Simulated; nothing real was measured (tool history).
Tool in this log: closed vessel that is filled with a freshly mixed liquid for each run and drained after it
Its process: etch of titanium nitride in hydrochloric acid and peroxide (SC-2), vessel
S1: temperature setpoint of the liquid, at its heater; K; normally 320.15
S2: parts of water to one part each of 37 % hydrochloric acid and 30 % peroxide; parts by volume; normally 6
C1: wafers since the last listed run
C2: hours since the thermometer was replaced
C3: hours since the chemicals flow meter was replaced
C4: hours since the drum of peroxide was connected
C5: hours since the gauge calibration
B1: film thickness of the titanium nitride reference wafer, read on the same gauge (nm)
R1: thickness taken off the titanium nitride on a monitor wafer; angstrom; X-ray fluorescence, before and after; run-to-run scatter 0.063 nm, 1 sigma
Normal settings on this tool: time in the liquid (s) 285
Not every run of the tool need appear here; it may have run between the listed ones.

Run 1, hour 0: usual settings but S2 7.5 parts by volume; C1 0; C2 877.5; C3 530.9; C4 143.3; C5 991.1; B1 140.01. Result: R1 57.6 angstrom.
Run 2, hour 47.7: usual settings but S2 7.5 parts by volume; C1 2946; C2 925.2; C3 578.6; C4 191; C5 1038.8; B1 140.01. Result: R1 57.5 angstrom.
Run 3, hour 94.3: usual settings but S2 7.5 parts by volume; C1 2878; C2 971.8; C3 625.2; C4 237.6; C5 1085.4; B1 140.02. Result: R1 56.8 angstrom.
Run 4, hour 143.3: usual settings; C1 3026; C2 1020.8; C3 674.2; C4 286.6; C5 1134.4; B1 140.02. Result: R1 67.8 angstrom.
Run 5, hour 212.4: usual settings; C1 4268; C2 1089.9; C3 743.3; C4 355.7; C5 1203.5; B1 140.01. Result: R1 67.1 angstrom.
Run 6, hour 265: usual settings but S2 8 parts by volume; C1 3249; C2 1142.5; C3 795.9; C4 408.3; C5 1256.1; B1 139.99. Result: R1 54.2 angstrom.
Run 7, hour 323.7: usual settings but S2 8 parts by volume; C1 3625; C2 1201.2; C3 854.6; C4 467; C5 1314.8; B1 139.99. Result: R1 53.8 angstrom.
At hour 335.1: gauge calibrated.
Run 8, hour 366.5: usual settings; C1 2643; C2 1244; C3 897.4; C4 509.8; C5 31.4; B1 140.04. Result: R1 67.4 angstrom.
Run 9, hour 409.5: usual settings; C1 2656; C2 1287; C3 940.4; C4 552.8; C5 74.4; B1 140.02. Result: R1 67.5 angstrom.
Run 10, hour 456: usual settings; C1 2872; C2 1333.5; C3 986.9; C4 599.3; C5 120.9; B1 140.01. Result: R1 67.1 angstrom.
Run 11, hour 485.4: usual settings; C1 1816; C2 1362.9; C3 1016.3; C4 628.7; C5 150.3; B1 140. Result: R1 68.9 angstrom.
Run 12, hour 518.3: usual settings but S1 324.65 K, S2 4 parts by volume, time in the liquid (s) 330; C1 2032; C2 1395.8; C3 1049.2; C4 661.6; C5 183.2; B1 139.99. Result: R1 142 angstrom.
Run 13, hour 556.1: usual settings but S2 4 parts by volume, time in the liquid (s) 355; C1 2334; C2 1433.6; C3 1087; C4 699.4; C5 221; B1 140.01. Result: R1 111.3 angstrom.
Run 14, hour 611.2: usual settings but S2 7.5 parts by volume, time in the liquid (s) 345; C1 3403; C2 1488.7; C3 1142.1; C4 754.5; C5 276.1; B1 140.02. Result: R1 69 angstrom.
Run 15, hour 654.4: usual settings; C1 2668; C2 1531.9; C3 1185.3; C4 797.7; C5 319.3; B1 140. Result: R1 68.2 angstrom.
Run 16, hour 716.4: usual settings; C1 3829; C2 1593.9; C3 1247.3; C4 859.7; C5 381.3; B1 139.98. Result: R1 67.1 angstrom.
At hour 773.1: thermometer replaced.
Run 17, hour 783.9: usual settings but S1 314.65 K, S2 4 parts by volume, time in the liquid (s) 205; C1 4107; C2 10.8; C3 1314.8; C4 927.2; C5 448.8; B1 139.97. Result: R1 44.3 angstrom.
Run 18, hour 809.2: usual settings but S1 315.65 K, S2 4.5 parts by volume, time in the liquid (s) 165; C1 1562; C2 36.1; C3 1340.1; C4 952.5; C5 474.1; B1 140.02. Result: R1 35.1 angstrom.
Run 19, hour 907.9: usual settings but S1 314.65 K, S2 5 parts by volume, time in the liquid (s) 370; C1 6096; C2 134.8; C3 1438.8; C4 1051.2; C5 572.8; B1 140.03. Result: R1 68.2 angstrom.
At hour 965.6: new drum of peroxide connected.
At hour 973: chemicals flow meter replaced.
Run 20, hour 973.5: usual settings but S1 323.65 K, S2 4 parts by volume; C1 3928; C2 200.4; C3 0.5; C4 7.9; C5 638.4; B1 140. Result: R1 114.2 angstrom.
Run 21, hour 1033.2: usual settings but S1 328.65 K, S2 5 parts by volume, time in the liquid (s) 180; C1 3687; C2 260.1; C3 60.2; C4 67.6; C5 698.1; B1 139.99. Result: R1 86.8 angstrom.

Run 22, settings as shown, results not yet in. Your forecast:
Run 22, hour 1092: usual settings but S1 311.65 K, S2 7 parts by volume, time in the liquid (s) 415; C1 3632; C2 318.9; C3 119; C4 126.4; C5 756.9; B1 ?. Result: R1 ?.

B1: 140.02
R1: 47.7 angstrom
On a tool with no hidden condition, and with the same random variation, this run would have come out at R1 47.7 angstrom.
